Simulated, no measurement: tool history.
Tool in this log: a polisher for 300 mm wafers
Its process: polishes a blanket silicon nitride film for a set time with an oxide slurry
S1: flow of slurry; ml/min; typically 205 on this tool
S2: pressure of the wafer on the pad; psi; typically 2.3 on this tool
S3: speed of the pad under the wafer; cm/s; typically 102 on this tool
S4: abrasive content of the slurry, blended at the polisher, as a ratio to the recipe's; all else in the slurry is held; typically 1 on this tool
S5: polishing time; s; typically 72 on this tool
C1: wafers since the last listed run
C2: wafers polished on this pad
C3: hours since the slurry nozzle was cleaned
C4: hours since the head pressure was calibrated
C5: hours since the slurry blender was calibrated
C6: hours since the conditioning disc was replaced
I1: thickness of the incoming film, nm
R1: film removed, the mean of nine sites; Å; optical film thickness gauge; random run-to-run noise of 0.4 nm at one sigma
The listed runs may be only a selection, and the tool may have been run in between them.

| run | day | S1 | S2 | S3 | S4 | S5 | C1 | C2 | C3 | C4 | C5 | C6 | I1 | R1 |
|---|---|---|---|---|---|---|---|---|---|---|---|---|---|---|
| 1 | 0 | 205 | 2.3 | 102 | 1 | 72 | 0 | 496 | 587.2 | 610.9 | 113.6 | 208 | 538.7 | 256 |
|  | 0.329 | slurry blender recalibrated |
| 2 | 0.6 | 205 | 2.3 | 102 | 1 | 72 | 77 | 574 | 601.6 | 625.3 | 6.5 | 222.4 | 529.2 | 255 |
|  | 0.883 | worn pad replaced by a new one, of another model than before |
| 3 | 1.133 | 205 | 2.3 | 102 | 1 | 82 | 55 | 37 | 614.4 | 638.1 | 19.3 | 235.2 | 540.5 | 289 |
| 4 | 1.525 | 205 | 2.3 | 102 | 1 | 82 | 59 | 96 | 623.8 | 647.5 | 28.7 | 244.6 | 524.1 | 290 |
| 5 | 1.875 | 205 | 2.3 | 102 | 1 | 82 | 52 | 149 | 632.2 | 655.9 | 37.1 | 253 | 532.5 | 289 |
| 6 | 2.533 | 205 | 2.3 | 102 | 1 | 86 | 99 | 248 | 648 | 671.7 | 52.9 | 268.8 | 532.5 | 298 |
| 7 | 2.921 | 205 | 3 | 102 | 1 | 72 | 58 | 307 | 657.3 | 681 | 62.2 | 278.1 | 521.5 | 317 |
| 8 | 3.25 | 205 | 2.3 | 134 | 1 | 93 | 49 | 356 | 665.2 | 688.9 | 70.1 | 286 | 530 | 363 |
| 9 | 3.767 | 205 | 2.3 | 102 | 1 | 72 | 77 | 434 | 677.6 | 701.3 | 82.5 | 298.4 | 531.4 | 251 |
|  | 3.971 | slurry nozzle cleaned |
| 10 | 4.283 | 270 | 2 | 102 | 1 | 89 | 71 | 506 | 7.5 | 713.7 | 94.9 | 310.8 | 527.8 | 289 |
|  | 4.696 | head pressure recalibrated |
|  | 4.704 | slurry blender recalibrated |
| 11 | 4.725 | 205 | 2.3 | 102 | 1 | 72 | 52 | 558 | 18.1 | 0.7 | 0.5 | 321.4 | 532.2 | 250 |
|  | 6.096 | worn pad replaced by a new one |
| 12 | 6.621 | 170 | 2.3 | 102 | 1 | 52 | 260 | 79 | 63.6 | 46.2 | 46 | 366.9 | 527.3 | 180 |
| 13 | 7.012 | 205 | 2.9 | 102 | 1 | 84 | 59 | 138 | 73 | 55.6 | 55.4 | 376.3 | 525.4 | 352 |
| 14 | 7.35 | 205 | 3 | 82 | 1.3 | 52 | 50 | 188 | 81.1 | 63.7 | 63.5 | 384.4 | 526.8 | 230 |
| 15 | 7.758 | 205 | 1.6 | 102 | 1 | 72 | 61 | 250 | 90.9 | 73.5 | 73.3 | 394.2 | 532.3 | 198 |
| 16 | 8.325 | 205 | 2.3 | 102 | 1 | 72 | 85 | 335 | 104.5 | 87.1 | 86.9 | 407.8 | 534.6 | 252 |
| 17 | 8.838 | 170 | 1.9 | 102 | 1.15 | 60 | 77 | 413 | 116.8 | 99.4 | 99.2 | 420.1 | 527.4 | 191 |
|  | 9.558 | slurry blender recalibrated |
|  | 9.754 | conditioning disc replaced and pad reconditioned |
| 18 | 10.912 | 205 | 2.1 | 92 | 0.7 | 82 | 287 | 700 | 166.6 | 149.2 | 32.5 | 27.8 | 534 | 224 |
|  | 11.238 | worn pad replaced by a new one |
| 19 | 11.4 | 265 | 2.3 | 102 | 1.3 | 72 | 48 | 24 | 178.3 | 160.9 | 44.2 | 39.5 | 541.2 | 315 |
| 20 | 11.742 | 205 | 2.3 | 102 | 1 | 72 | 51 | 75 | 186.5 | 169.1 | 52.4 | 47.7 | 534.4 | 263 |
| 21 | 12.212 | 205 | 2.3 | 102 | 1 | 72 | 70 | 146 | 197.8 | 180.4 | 63.7 | 59 | 529.4 | 268 |

The next listed run, before its measurement:
| 22 | 12.712 | 205 | 2.3 | 102 | 1 | 72 | 75 | 222 | 209.8 | 192.4 | 75.7 | 71 | 528 | ? |

R1: 260 Å
Without the tool's hidden state the same run would have given R1 276 Å.

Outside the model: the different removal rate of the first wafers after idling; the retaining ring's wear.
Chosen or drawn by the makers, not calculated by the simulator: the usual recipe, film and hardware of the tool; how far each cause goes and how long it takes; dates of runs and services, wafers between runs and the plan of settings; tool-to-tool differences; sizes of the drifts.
